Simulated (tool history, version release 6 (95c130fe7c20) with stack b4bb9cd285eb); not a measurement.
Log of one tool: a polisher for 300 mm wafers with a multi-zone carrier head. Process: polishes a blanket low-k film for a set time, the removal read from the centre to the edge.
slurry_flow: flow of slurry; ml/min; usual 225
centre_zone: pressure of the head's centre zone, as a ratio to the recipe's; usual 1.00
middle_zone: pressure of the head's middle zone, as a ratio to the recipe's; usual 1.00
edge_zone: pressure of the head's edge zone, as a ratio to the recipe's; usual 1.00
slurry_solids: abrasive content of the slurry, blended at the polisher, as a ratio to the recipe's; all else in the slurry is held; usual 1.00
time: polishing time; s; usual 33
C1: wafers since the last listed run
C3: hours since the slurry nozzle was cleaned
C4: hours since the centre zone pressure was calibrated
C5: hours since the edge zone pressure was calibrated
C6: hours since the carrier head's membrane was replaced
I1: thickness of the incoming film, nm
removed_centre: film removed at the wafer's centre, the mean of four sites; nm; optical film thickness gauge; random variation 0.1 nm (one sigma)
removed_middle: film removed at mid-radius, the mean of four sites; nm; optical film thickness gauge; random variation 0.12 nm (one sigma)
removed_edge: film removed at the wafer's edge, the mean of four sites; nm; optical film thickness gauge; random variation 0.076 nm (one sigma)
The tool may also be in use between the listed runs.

run 1 day=0.000 | slurry_flow=225 centre_zone=1.00 middle_zone=0.94 edge_zone=1.00 slurry_solids=1.00 time=33 | C1=0 wafers_polished_on_this_pad=835 C3=30.6 C4=145.5 C5=273.7 C6=676.8 | I1=441.2 | removed_centre=11.5 removed_middle=10.7 removed_edge=11.6
-- day=1.629 edge zone pressure recalibrated
run 2 day=2.383 | slurry_flow=225 centre_zone=1.00 middle_zone=0.94 edge_zone=1.00 slurry_solids=1.00 time=33 | C1=666 wafers_polished_on_this_pad=1501 C3=87.8 C4=202.7 C5=18.1 C6=734.0 | I1=451.5 | removed_centre=11.2 removed_middle=10.3 removed_edge=11.3
-- day=7.138 worn pad replaced by a new one
run 3 day=7.429 | slurry_flow=225 centre_zone=1.00 middle_zone=1.00 edge_zone=1.00 slurry_solids=1.00 time=33 | C1=1413 wafers_polished_on_this_pad=84 C3=208.9 C4=323.8 C5=139.2 C6=855.1 | I1=451.7 | removed_centre=9.9 removed_middle=9.8 removed_edge=10.1
run 4 day=9.950 | slurry_flow=225 centre_zone=1.00 middle_zone=1.00 edge_zone=1.00 slurry_solids=1.00 time=33 | C1=730 wafers_polished_on_this_pad=815 C3=269.4 C4=384.3 C5=199.7 C6=915.6 | I1=452.0 | removed_centre=9.8 removed_middle=9.8 removed_edge=9.9
run 5 day=11.204 | slurry_flow=225 centre_zone=1.00 middle_zone=1.00 edge_zone=1.00 slurry_solids=1.00 time=33 | C1=363 wafers_polished_on_this_pad=1178 C3=299.5 C4=414.4 C5=229.8 C6=945.7 | I1=457.0 | removed_centre=10.0 removed_middle=9.7 removed_edge=9.8
-- day=12.754 worn pad replaced by a new one, repeated, since the last time left the tool worse
run 6 day=13.288 | slurry_flow=225 centre_zone=1.00 middle_zone=1.09 edge_zone=1.00 slurry_solids=1.00 time=33 | C1=555 wafers_polished_on_this_pad=154 C3=349.5 C4=464.4 C5=279.8 C6=995.7 | I1=454.5 | removed_centre=11.4 removed_middle=12.3 removed_edge=11.5
-- day=14.612 carrier head's membrane replaced by a new one
run 7 day=14.633 | slurry_flow=225 centre_zone=1.00 middle_zone=1.09 edge_zone=1.00 slurry_solids=1.00 time=33 | C1=329 wafers_polished_on_this_pad=484 C3=381.8 C4=496.7 C5=312.1 C6=0.5 | I1=446.3 | removed_centre=11.4 removed_middle=12.2 removed_edge=11.5
run 8 day=15.588 | slurry_flow=225 centre_zone=1.00 middle_zone=1.00 edge_zone=0.93 slurry_solids=1.00 time=33 | C1=276 wafers_polished_on_this_pad=760 C3=404.7 C4=519.6 C5=335.0 C6=23.4 | I1=453.7 | removed_centre=11.3 removed_middle=10.9 removed_edge=11.0
-- day=15.812 edge zone pressure recalibrated
-- day=16.429 slurry nozzle cleaned
run 9 day=16.796 | slurry_flow=225 centre_zone=1.00 middle_zone=1.00 edge_zone=0.93 slurry_solids=1.00 time=33 | C1=313 wafers_polished_on_this_pad=1074 C3=8.8 C4=548.6 C5=23.6 C6=52.4 | I1=450.8 | removed_centre=11.3 removed_middle=11.2 removed_edge=11.0
run 10 day=19.742 | slurry_flow=170 centre_zone=1.00 middle_zone=1.11 edge_zone=1.00 slurry_solids=1.25 time=33 | C1=853 wafers_polished_on_this_pad=1927 C3=79.5 C4=619.3 C5=94.3 C6=123.1 | I1=450.6 | removed_centre=11.2 removed_middle=12.3 removed_edge=11.7
-- day=21.438 worn pad replaced by a new one
run 11 day=22.296 | slurry_flow=165 centre_zone=0.88 middle_zone=1.00 edge_zone=1.00 slurry_solids=1.00 time=45 | C1=691 wafers_polished_on_this_pad=249 C3=140.8 C4=680.6 C5=155.6 C6=184.4 | I1=447.0 | removed_centre=13.0 removed_middle=14.9 removed_edge=15.4
run 12 day=23.404 | slurry_flow=225 centre_zone=1.00 middle_zone=1.00 edge_zone=1.00 slurry_solids=1.00 time=33 | C1=320 wafers_polished_on_this_pad=570 C3=167.4 C4=707.2 C5=182.2 C6=211.0 | I1=441.4 | removed_centre=11.6 removed_middle=11.4 removed_edge=11.7
run 13 day=24.517 | slurry_flow=225 centre_zone=1.00 middle_zone=1.00 edge_zone=1.08 slurry_solids=1.00 time=21 | C1=322 wafers_polished_on_this_pad=892 C3=194.1 C4=733.9 C5=208.9 C6=237.7 | I1=453.2 | removed_centre=7.3 removed_middle=7.2 removed_edge=7.6
run 14 day=26.383 | slurry_flow=250 centre_zone=0.88 middle_zone=1.09 edge_zone=1.00 slurry_solids=0.85 time=33 | C1=540 wafers_polished_on_this_pad=1432 C3=238.9 C4=778.7 C5=253.7 C6=282.5 | I1=454.1 | removed_centre=9.5 removed_middle=11.3 removed_edge=10.6
-- day=27.629 edge zone pressure recalibrated
run 15 day=28.529 | slurry_flow=225 centre_zone=0.89 middle_zone=0.97 edge_zone=1.00 slurry_solids=1.00 time=33 | C1=597 wafers_polished_on_this_pad=2030 C3=290.4 C4=830.2 C5=21.6 C6=334.0 | I1=455.9 | removed_centre=9.9 removed_middle=10.6 removed_edge=11.2
-- day=29.771 centre zone pressure recalibrated
-- day=30.712 slurry nozzle cleaned
run 16 day=30.733 | slurry_flow=225 centre_zone=1.00 middle_zone=0.91 edge_zone=1.00 slurry_solids=1.00 time=42 | C1=602 wafers_polished_on_this_pad=2632 C3=0.5 C4=23.1 C5=74.5 C6=386.9 | I1=446.2 | removed_centre=13.7 removed_middle=12.3 removed_edge=13.7
-- day=30.912 worn pad replaced by a new one
run 17 day=32.900 | slurry_flow=225 centre_zone=1.00 middle_zone=1.00 edge_zone=1.00 slurry_solids=1.00 time=33 | C1=579 wafers_polished_on_this_pad=575 C3=52.5 C4=75.1 C5=126.5 C6=438.9 | I1=444.0 | removed_centre=11.4 removed_middle=11.3 removed_edge=11.6
run 18 day=34.925 | slurry_flow=265 centre_zone=1.00 middle_zone=1.00 edge_zone=0.91 slurry_solids=1.25 time=33 | C1=586 wafers_polished_on_this_pad=1162 C3=101.1 C4=123.7 C5=175.1 C6=487.5 | I1=443.9 | removed_centre=12.6 removed_middle=12.4 removed_edge=12.1
run 19 day=36.800 | slurry_flow=180 centre_zone=1.00 middle_zone=1.00 edge_zone=1.05 slurry_solids=1.15 time=33 | C1=543 wafers_polished_on_this_pad=1705 C3=146.1 C4=168.7 C5=220.1 C6=532.5 | I1=451.2 | removed_centre=11.3 removed_middle=11.4 removed_edge=12.0
run 20 day=38.421 | slurry_flow=225 centre_zone=1.00 middle_zone=1.00 edge_zone=1.00 slurry_solids=0.75 time=33 | C1=469 wafers_polished_on_this_pad=2174 C3=185.0 C4=207.6 C5=259.0 C6=571.4 | I1=450.6 | removed_centre=9.5 removed_middle=9.7 removed_edge=9.8
-- day=40.767 worn pad replaced by a new one
-- day=41.925 edge zone pressure recalibrated
run 21 day=42.117 | slurry_flow=180 centre_zone=1.00 middle_zone=1.05 edge_zone=0.90 slurry_solids=1.00 time=39 | C1=997 wafers_polished_on_this_pad=366 C3=273.7 C4=296.3 C5=4.6 C6=660.1 | I1=450.6 | removed_centre=13.0 removed_middle=13.4 removed_edge=12.8

4 ways to go on from here, each from the tool as it stands after run 21. What would each give?
run A day=42.133 | slurry_flow=225 centre_zone=1.00 middle_zone=0.91 edge_zone=1.00 slurry_solids=1.00 time=33 | C1=4 wafers_polished_on_this_pad=371 C3=274.1 C4=296.7 C5=5.0 C6=660.5 | I1=446.3 | removed_centre=? removed_middle=? removed_edge=?
run B day=42.133 | slurry_flow=225 centre_zone=1.00 middle_zone=1.08 edge_zone=1.00 slurry_solids=1.00 time=33 | C1=4 wafers_polished_on_this_pad=371 C3=274.1 C4=296.7 C5=5.0 C6=660.5 | I1=446.3 | removed_centre=? removed_middle=? removed_edge=?
run C day=42.133 | slurry_flow=225 centre_zone=0.91 middle_zone=1.00 edge_zone=0.92 slurry_solids=1.20 time=33 | C1=4 wafers_polished_on_this_pad=371 C3=274.1 C4=296.7 C5=5.0 C6=660.5 | I1=446.3 | removed_centre=? removed_middle=? removed_edge=?
run D day=42.133 | slurry_flow=260 centre_zone=1.00 middle_zone=0.91 edge_zone=1.00 slurry_solids=1.00 time=33 | C1=4 wafers_polished_on_this_pad=371 C3=274.1 C4=296.7 C5=5.0 C6=660.5 | I1=446.3 | removed_centre=? removed_middle=? removed_edge=?

run=A removed_centre=11.3 removed_middle=10.5 removed_edge=11.8
run=B removed_centre=11.3 removed_middle=12.1 removed_edge=11.8
run=C removed_centre=11.1 removed_middle=12.2 removed_edge=12.2
run=D removed_centre=11.6 removed_middle=10.7 removed_edge=11.9
Without the tool's hidden state the same runs would have given:
run=A removed_centre=11.4 removed_middle=10.6 removed_edge=11.8
run=B removed_centre=11.4 removed_middle=12.1 removed_edge=11.8
run=C removed_centre=11.1 removed_middle=12.3 removed_edge=12.2
run=D removed_centre=11.6 removed_middle=10.8 removed_edge=12.0
